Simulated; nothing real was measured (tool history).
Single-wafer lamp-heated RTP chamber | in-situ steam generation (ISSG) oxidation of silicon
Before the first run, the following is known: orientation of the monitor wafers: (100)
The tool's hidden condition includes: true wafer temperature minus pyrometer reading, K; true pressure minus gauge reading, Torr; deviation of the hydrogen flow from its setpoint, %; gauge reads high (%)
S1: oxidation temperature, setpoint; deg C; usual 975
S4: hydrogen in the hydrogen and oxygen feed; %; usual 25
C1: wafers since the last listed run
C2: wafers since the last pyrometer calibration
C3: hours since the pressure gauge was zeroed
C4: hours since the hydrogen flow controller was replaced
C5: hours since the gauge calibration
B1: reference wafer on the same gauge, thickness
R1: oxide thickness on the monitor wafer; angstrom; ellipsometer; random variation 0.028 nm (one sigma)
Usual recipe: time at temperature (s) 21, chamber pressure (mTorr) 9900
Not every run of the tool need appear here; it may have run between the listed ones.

{"run": 1, "hour": 0.0, "S1": 975, "time at temperature (s)": 21, "chamber pressure (mTorr)": 9900, "S4": 25, "C1": 0, "C2": 1853, "C3": 1103.5, "C4": 1084.9, "C5": 417.2, "B1": 4.269, "R1": 51.32}
{"run": 2, "hour": 96.1, "S1": 975, "time at temperature (s)": 21, "chamber pressure (mTorr)": 9900, "S4": 25, "C1": 824, "C2": 2677, "C3": 1199.6, "C4": 1181.0, "C5": 513.3, "B1": 4.27, "R1": 51.97}
{"run": 3, "hour": 173.7, "S1": 975, "time at temperature (s)": 21, "chamber pressure (mTorr)": 9900, "S4": 25, "C1": 665, "C2": 3343, "C3": 1277.2, "C4": 1258.6, "C5": 590.9, "B1": 4.276, "R1": 51.47}
{"run": 4, "hour": 220.4, "S1": 985, "time at temperature (s)": 21, "chamber pressure (mTorr)": 9900, "S4": 25, "C1": 400, "C2": 3743, "C3": 1323.9, "C4": 1305.3, "C5": 637.6, "B1": 4.271, "R1": 53.9}
{"run": 5, "hour": 281.2, "S1": 985, "time at temperature (s)": 21, "chamber pressure (mTorr)": 9900, "S4": 25, "C1": 521, "C2": 4265, "C3": 1384.7, "C4": 1366.1, "C5": 698.4, "B1": 4.264, "R1": 53.96}
{"hour": 355.2, "done": "pyrometer window cleaned and pyrometer calibrated"}
{"run": 6, "hour": 540.3, "S1": 975, "time at temperature (s)": 16, "chamber pressure (mTorr)": 9900, "S4": 25, "C1": 2153, "C2": 1587, "C3": 1643.8, "C4": 1625.2, "C5": 957.5, "B1": 4.268, "R1": 45.7}
{"run": 7, "hour": 618.9, "S1": 975, "time at temperature (s)": 16, "chamber pressure (mTorr)": 9900, "S4": 25, "C1": 674, "C2": 2261, "C3": 1722.4, "C4": 1703.8, "C5": 1036.1, "B1": 4.269, "R1": 46.15}
{"run": 8, "hour": 719.7, "S1": 975, "time at temperature (s)": 21, "chamber pressure (mTorr)": 9900, "S4": 25, "C1": 864, "C2": 3126, "C3": 1823.2, "C4": 1804.6, "C5": 1136.9, "B1": 4.271, "R1": 51.72}
{"run": 9, "hour": 810.1, "S1": 975, "time at temperature (s)": 21, "chamber pressure (mTorr)": 9900, "S4": 25, "C1": 775, "C2": 3901, "C3": 1913.6, "C4": 1895.0, "C5": 1227.3, "B1": 4.262, "R1": 51.76}
{"run": 10, "hour": 854.7, "S1": 975, "time at temperature (s)": 21, "chamber pressure (mTorr)": 9900, "S4": 25, "C1": 382, "C2": 4283, "C3": 1958.2, "C4": 1939.6, "C5": 1271.9, "B1": 4.268, "R1": 52.54}
{"hour": 878.1, "done": "pyrometer window cleaned and pyrometer calibrated"}
{"run": 11, "hour": 931.4, "S1": 975, "time at temperature (s)": 21, "chamber pressure (mTorr)": 9900, "S4": 25, "C1": 589, "C2": 457, "C3": 2034.9, "C4": 2016.3, "C5": 1348.6, "B1": 4.268, "R1": 52.78}
{"run": 12, "hour": 1008.8, "S1": 975, "time at temperature (s)": 21, "chamber pressure (mTorr)": 9900, "S4": 25, "C1": 663, "C2": 1121, "C3": 2112.3, "C4": 2093.7, "C5": 1426.0, "B1": 4.265, "R1": 53.62}
{"run": 13, "hour": 1057.2, "S1": 975, "time at temperature (s)": 21, "chamber pressure (mTorr)": 9900, "S4": 25, "C1": 415, "C2": 1536, "C3": 2160.7, "C4": 2142.1, "C5": 1474.4, "B1": 4.269, "R1": 53.41}
{"run": 14, "hour": 1150.3, "S1": 975, "time at temperature (s)": 21, "chamber pressure (mTorr)": 9900, "S4": 25, "C1": 798, "C2": 2334, "C3": 2253.8, "C4": 2235.2, "C5": 1567.5, "B1": 4.273, "R1": 53.75}
{"run": 15, "hour": 1212.4, "S1": 975, "time at temperature (s)": 21, "chamber pressure (mTorr)": 9900, "S4": 25, "C1": 532, "C2": 2867, "C3": 2315.9, "C4": 2297.3, "C5": 1629.6, "B1": 4.273, "R1": 53.85}
{"hour": 1220.8, "done": "pyrometer window cleaned and pyrometer calibrated, repeated, since the last time left the tool worse"}
{"run": 16, "hour": 1516.7, "S1": 975, "time at temperature (s)": 21, "chamber pressure (mTorr)": 9900, "S4": 25, "C1": 2541, "C2": 2537, "C3": 2620.2, "C4": 2601.6, "C5": 1933.9, "B1": 4.273, "R1": 52.06}
{"run": 17, "hour": 1598.6, "S1": 975, "time at temperature (s)": 25, "chamber pressure (mTorr)": 10200, "S4": 25, "C1": 702, "C2": 3239, "C3": 2702.1, "C4": 2683.5, "C5": 2015.8, "B1": 4.27, "R1": 55.56}
{"run": 18, "hour": 1684.2, "S1": 966, "time at temperature (s)": 29, "chamber pressure (mTorr)": 9900, "S4": 31, "C1": 734, "C2": 3973, "C3": 2787.7, "C4": 2769.1, "C5": 2101.4, "B1": 4.271, "R1": 60.98}
{"hour": 1734.0, "done": "hydrogen flow controller replaced"}
{"hour": 1739.9, "done": "pyrometer window cleaned and pyrometer calibrated"}
{"run": 19, "hour": 1827.3, "S1": 975, "time at temperature (s)": 13, "chamber pressure (mTorr)": 10200, "S4": 25, "C1": 1108, "C2": 749, "C3": 2930.8, "C4": 93.3, "C5": 2244.5, "B1": 4.271, "R1": 41.54}
{"hour": 1864.6, "done": "pressure gauge zeroed"}
{"run": 20, "hour": 1967.1, "S1": 975, "time at temperature (s)": 21, "chamber pressure (mTorr)": 10200, "S4": 31, "C1": 1130, "C2": 1880, "C3": 102.5, "C4": 233.1, "C5": 2384.3, "B1": 4.27, "R1": 53.93}
{"run": 21, "hour": 2017.1, "S1": 975, "time at temperature (s)": 15, "chamber pressure (mTorr)": 9200, "S4": 25, "C1": 428, "C2": 2308, "C3": 152.5, "C4": 283.1, "C5": 2434.3, "B1": 4.273, "R1": 45.17}
{"hour": 2035.1, "done": "gauge calibrated"}
{"run": 22, "hour": 2124.5, "S1": 988, "time at temperature (s)": 28, "chamber pressure (mTorr)": 9000, "S4": 16, "C1": 921, "C2": 3229, "C3": 259.9, "C4": 390.5, "C5": 89.4, "B1": 4.269, "R1": 57.63}
{"run": 23, "hour": 2161.2, "S1": 987, "time at temperature (s)": 19, "chamber pressure (mTorr)": 10200, "S4": 31, "C1": 314, "C2": 3544, "C3": 296.6, "C4": 427.2, "C5": 126.1, "B1": 4.27, "R1": 53.43}
{"run": 24, "hour": 2206.9, "S1": 961, "time at temperature (s)": 16, "chamber pressure (mTorr)": 9900, "S4": 29, "C1": 391, "C2": 3936, "C3": 342.3, "C4": 472.9, "C5": 171.8, "B1": 4.269, "R1": 46.31}
{"run": 25, "hour": 2279.8, "S1": 975, "time at temperature (s)": 13, "chamber pressure (mTorr)": 9900, "S4": 25, "C1": 625, "C2": 4561, "C3": 415.2, "C4": 545.8, "C5": 244.7, "B1": 4.264, "R1": 42.48}
{"hour": 2324.6, "done": "pyrometer window cleaned and pyrometer calibrated"}
{"run": 26, "hour": 2349.2, "S1": 975, "time at temperature (s)": 18, "chamber pressure (mTorr)": 9900, "S4": 25, "C1": 526, "C2": 210, "C3": 484.6, "C4": 615.2, "C5": 314.1, "B1": 4.271, "R1": 48.19}
{"run": 27, "hour": 2436.8, "S1": 988, "time at temperature (s)": 25, "chamber pressure (mTorr)": 9900, "S4": 25, "C1": 751, "C2": 961, "C3": 572.2, "C4": 702.8, "C5": 401.7, "B1": 4.271, "R1": 58.22}
{"run": 28, "hour": 2492.6, "S1": 975, "time at temperature (s)": 21, "chamber pressure (mTorr)": 9900, "S4": 25, "C1": 478, "C2": 1440, "C3": 628.0, "C4": 758.6, "C5": 457.5, "B1": 4.27, "R1": 51.35}
{"run": 29, "hour": 2558.5, "S1": 975, "time at temperature (s)": 21, "chamber pressure (mTorr)": 9900, "S4": 25, "C1": 565, "C2": 2005, "C3": 693.9, "C4": 824.5, "C5": 523.4, "B1": 4.267, "R1": 51.35}
{"run": 30, "hour": 2615.3, "S1": 975, "time at temperature (s)": 13, "chamber pressure (mTorr)": 10200, "S4": 28, "C1": 487, "C2": 2492, "C3": 750.7, "C4": 881.3, "C5": 580.2, "B1": 4.269, "R1": 42.86}
{"run": 31, "hour": 2708.2, "S1": 975, "time at temperature (s)": 21, "chamber pressure (mTorr)": 9900, "S4": 25, "C1": 796, "C2": 3289, "C3": 843.6, "C4": 974.2, "C5": 673.1, "B1": 4.268, "R1": 52.36}

What does the tool deliver on the next run?
{"run": 32, "hour": 2767.5, "S1": 975, "time at temperature (s)": 21, "chamber pressure (mTorr)": 9900, "S4": 25, "C1": 508, "C2": 3798, "C3": 902.9, "C4": 1033.5, "C5": 732.4, "B1": "?", "R1": "?"}

B1: 4.272
R1: 52.28 angstrom
Minus the tool's unlogged condition, the same run would have read R1 51.47 angstrom.
